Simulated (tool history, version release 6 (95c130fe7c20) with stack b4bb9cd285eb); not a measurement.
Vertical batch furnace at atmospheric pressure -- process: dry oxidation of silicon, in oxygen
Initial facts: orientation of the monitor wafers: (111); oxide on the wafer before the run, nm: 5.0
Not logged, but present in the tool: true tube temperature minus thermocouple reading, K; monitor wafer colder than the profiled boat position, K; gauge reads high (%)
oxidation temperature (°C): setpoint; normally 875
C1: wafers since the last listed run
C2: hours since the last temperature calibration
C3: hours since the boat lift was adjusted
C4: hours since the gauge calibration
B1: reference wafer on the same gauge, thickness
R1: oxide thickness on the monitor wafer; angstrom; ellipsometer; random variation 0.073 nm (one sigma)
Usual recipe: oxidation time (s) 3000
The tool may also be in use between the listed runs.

run 1 day=0.000 | oxidation_temperature_(°C)=875 oxidation_time_(s)=2490 | C1=0 C2=2892.9 C3=4229.5 C4=1526.3 | B1=24.72 | R1=210.9
run 2 day=2.842 | oxidation_temperature_(°C)=861 oxidation_time_(s)=3000 | C1=913 C2=2961.1 C3=4297.7 C4=1594.5 | B1=24.74 | R1=207.6
run 3 day=5.092 | oxidation_temperature_(°C)=858 oxidation_time_(s)=3000 | C1=722 C2=3015.1 C3=4351.7 C4=1648.5 | B1=24.68 | R1=201.4
run 4 day=7.112 | oxidation_temperature_(°C)=858 oxidation_time_(s)=3000 | C1=649 C2=3063.6 C3=4400.2 C4=1697.0 | B1=24.68 | R1=202.7
run 5 day=9.354 | oxidation_temperature_(°C)=858 oxidation_time_(s)=3000 | C1=720 C2=3117.4 C3=4454.0 C4=1750.8 | B1=24.69 | R1=202.3
run 6 day=11.275 | oxidation_temperature_(°C)=875 oxidation_time_(s)=3000 | C1=617 C2=3163.5 C3=4500.1 C4=1796.9 | B1=24.71 | R1=237.0
run 7 day=13.058 | oxidation_temperature_(°C)=875 oxidation_time_(s)=3000 | C1=573 C2=3206.3 C3=4542.9 C4=1839.7 | B1=24.73 | R1=236.7
run 8 day=14.867 | oxidation_temperature_(°C)=875 oxidation_time_(s)=3000 | C1=581 C2=3249.7 C3=4586.3 C4=1883.1 | B1=24.66 | R1=237.5
run 9 day=16.646 | oxidation_temperature_(°C)=875 oxidation_time_(s)=3000 | C1=571 C2=3292.4 C3=4629.0 C4=1925.8 | B1=24.70 | R1=237.3
run 10 day=18.504 | oxidation_temperature_(°C)=875 oxidation_time_(s)=3000 | C1=597 C2=3337.0 C3=4673.6 C4=1970.4 | B1=24.67 | R1=237.3
run 11 day=21.050 | oxidation_temperature_(°C)=875 oxidation_time_(s)=3000 | C1=818 C2=3398.1 C3=4734.7 C4=2031.5 | B1=24.72 | R1=236.4
run 12 day=23.058 | oxidation_temperature_(°C)=864 oxidation_time_(s)=3000 | C1=645 C2=3446.3 C3=4782.9 C4=2079.7 | B1=24.71 | R1=213.5
-- day=25.192 boat lift adjusted
run 13 day=25.517 | oxidation_temperature_(°C)=864 oxidation_time_(s)=3000 | C1=468 C2=3505.3 C3=7.8 C4=2138.7 | B1=24.70 | R1=213.6
run 14 day=28.333 | oxidation_temperature_(°C)=875 oxidation_time_(s)=3000 | C1=905 C2=3572.9 C3=75.4 C4=2206.3 | B1=24.71 | R1=237.2
-- day=35.742 thermocouples replaced and temperature profile calibrated
run 15 day=35.762 | oxidation_temperature_(°C)=891 oxidation_time_(s)=4140 | C1=2065 C2=0.5 C3=253.7 C4=2384.6 | B1=24.69 | R1=318.4
run 16 day=37.825 | oxidation_temperature_(°C)=864 oxidation_time_(s)=1890 | C1=662 C2=50.0 C3=303.2 C4=2434.1 | B1=24.69 | R1=156.5
run 17 day=40.521 | oxidation_temperature_(°C)=892 oxidation_time_(s)=3810 | C1=866 C2=114.7 C3=367.9 C4=2498.8 | B1=24.67 | R1=307.2
run 18 day=43.292 | oxidation_temperature_(°C)=875 oxidation_time_(s)=3000 | C1=890 C2=181.2 C3=434.4 C4=2565.3 | B1=24.69 | R1=227.8
run 19 day=45.754 | oxidation_temperature_(°C)=856 oxidation_time_(s)=2580 | C1=791 C2=240.3 C3=493.5 C4=2624.4 | B1=24.70 | R1=174.2
run 20 day=47.150 | oxidation_temperature_(°C)=864 oxidation_time_(s)=2550 | C1=448 C2=273.8 C3=527.0 C4=2657.9 | B1=24.74 | R1=186.5
-- day=48.954 gauge calibrated
run 21 day=49.550 | oxidation_temperature_(°C)=889 oxidation_time_(s)=2460 | C1=771 C2=331.4 C3=584.6 C4=14.3 | B1=24.71 | R1=229.8
run 22 day=51.800 | oxidation_temperature_(°C)=875 oxidation_time_(s)=3000 | C1=722 C2=385.4 C3=638.6 C4=68.3 | B1=24.67 | R1=228.0
run 23 day=53.929 | oxidation_temperature_(°C)=862 oxidation_time_(s)=1830 | C1=684 C2=436.5 C3=689.7 C4=119.4 | B1=24.64 | R1=152.3
run 24 day=56.838 | oxidation_temperature_(°C)=875 oxidation_time_(s)=3000 | C1=934 C2=506.3 C3=759.5 C4=189.2 | B1=24.67 | R1=229.1
run 25 day=59.567 | oxidation_temperature_(°C)=888 oxidation_time_(s)=2370 | C1=876 C2=571.8 C3=825.0 C4=254.7 | B1=24.70 | R1=224.0
run 26 day=60.883 | oxidation_temperature_(°C)=875 oxidation_time_(s)=4230 | C1=423 C2=603.4 C3=856.6 C4=286.3 | B1=24.70 | R1=285.3
run 27 day=63.483 | oxidation_temperature_(°C)=875 oxidation_time_(s)=3000 | C1=835 C2=665.8 C3=919.0 C4=348.7 | B1=24.71 | R1=231.0
run 28 day=65.442 | oxidation_temperature_(°C)=875 oxidation_time_(s)=3000 | C1=629 C2=712.8 C3=966.0 C4=395.7 | B1=24.70 | R1=230.4
run 29 day=67.275 | oxidation_temperature_(°C)=863 oxidation_time_(s)=2070 | C1=589 C2=756.8 C3=1010.0 C4=439.7 | B1=24.67 | R1=165.8
run 30 day=69.875 | oxidation_temperature_(°C)=853 oxidation_time_(s)=2040 | C1=835 C2=819.2 C3=1072.4 C4=502.1 | B1=24.68 | R1=151.9
run 31 day=72.254 | oxidation_temperature_(°C)=852 oxidation_time_(s)=3660 | C1=764 C2=876.3 C3=1129.5 C4=559.2 | B1=24.69 | R1=210.6
run 32 day=73.800 | oxidation_temperature_(°C)=859 oxidation_time_(s)=3840 | C1=496 C2=913.4 C3=1166.6 C4=596.3 | B1=24.72 | R1=230.6
run 33 day=75.350 | oxidation_temperature_(°C)=875 oxidation_time_(s)=2250 | C1=498 C2=950.6 C3=1203.8 C4=633.5 | B1=24.69 | R1=194.8
run 34 day=82.792 | oxidation_temperature_(°C)=875 oxidation_time_(s)=3840 | C1=2391 C2=1129.2 C3=1382.4 C4=812.1 | B1=24.74 | R1=271.0
run 35 day=85.162 | oxidation_temperature_(°C)=857 oxidation_time_(s)=2580 | C1=761 C2=1186.1 C3=1439.3 C4=869.0 | B1=24.70 | R1=179.3
run 36 day=86.583 | oxidation_temperature_(°C)=858 oxidation_time_(s)=1650 | C1=456 C2=1220.2 C3=1473.4 C4=903.1 | B1=24.68 | R1=141.0
run 37 day=89.217 | oxidation_temperature_(°C)=875 oxidation_time_(s)=3000 | C1=846 C2=1283.4 C3=1536.6 C4=966.3 | B1=24.74 | R1=232.7
run 38 day=90.817 | oxidation_temperature_(°C)=875 oxidation_time_(s)=3000 | C1=514 C2=1321.8 C3=1575.0 C4=1004.7 | B1=24.69 | R1=232.7
run 39 day=92.046 | oxidation_temperature_(°C)=862 oxidation_time_(s)=1830 | C1=394 C2=1351.3 C3=1604.5 C4=1034.2 | B1=24.70 | R1=154.7

For each run, the measured value with the value that run would have given without the tool's hidden condition subtracted. The run-to-run variation is shared by both, the gauge scatter possibly not:
run=1 R1=+9.8
run=2 R1=+9.9
run=3 R1=+9.6
run=4 R1=+9.7
run=5 R1=+9.7
run=6 R1=+11.3
run=7 R1=+11.3
run=8 R1=+11.4
run=9 R1=+11.4
run=10 R1=+11.4
run=11 R1=+11.5
run=12 R1=+10.4
run=13 R1=+10.4
run=14 R1=+11.5
run=15 R1=+0.1
run=16 R1=+0.3
run=17 R1=+1.4
run=18 R1=+1.5
run=19 R1=+1.4
run=20 R1=+1.8
run=21 R1=+2.5
run=22 R1=+3.0
run=23 R1=+2.0
run=24 R1=+3.6
run=25 R1=+3.8
run=26 R1=+5.4
run=27 R1=+4.6
run=28 R1=+4.7
run=29 R1=+3.4
run=30 R1=+3.3
run=31 R1=+5.2
run=32 R1=+5.8
run=33 R1=+4.8
run=34 R1=+7.7
run=35 R1=+5.1
run=36 R1=+3.8
run=37 R1=+7.0
run=38 R1=+7.2
run=39 R1=+4.5

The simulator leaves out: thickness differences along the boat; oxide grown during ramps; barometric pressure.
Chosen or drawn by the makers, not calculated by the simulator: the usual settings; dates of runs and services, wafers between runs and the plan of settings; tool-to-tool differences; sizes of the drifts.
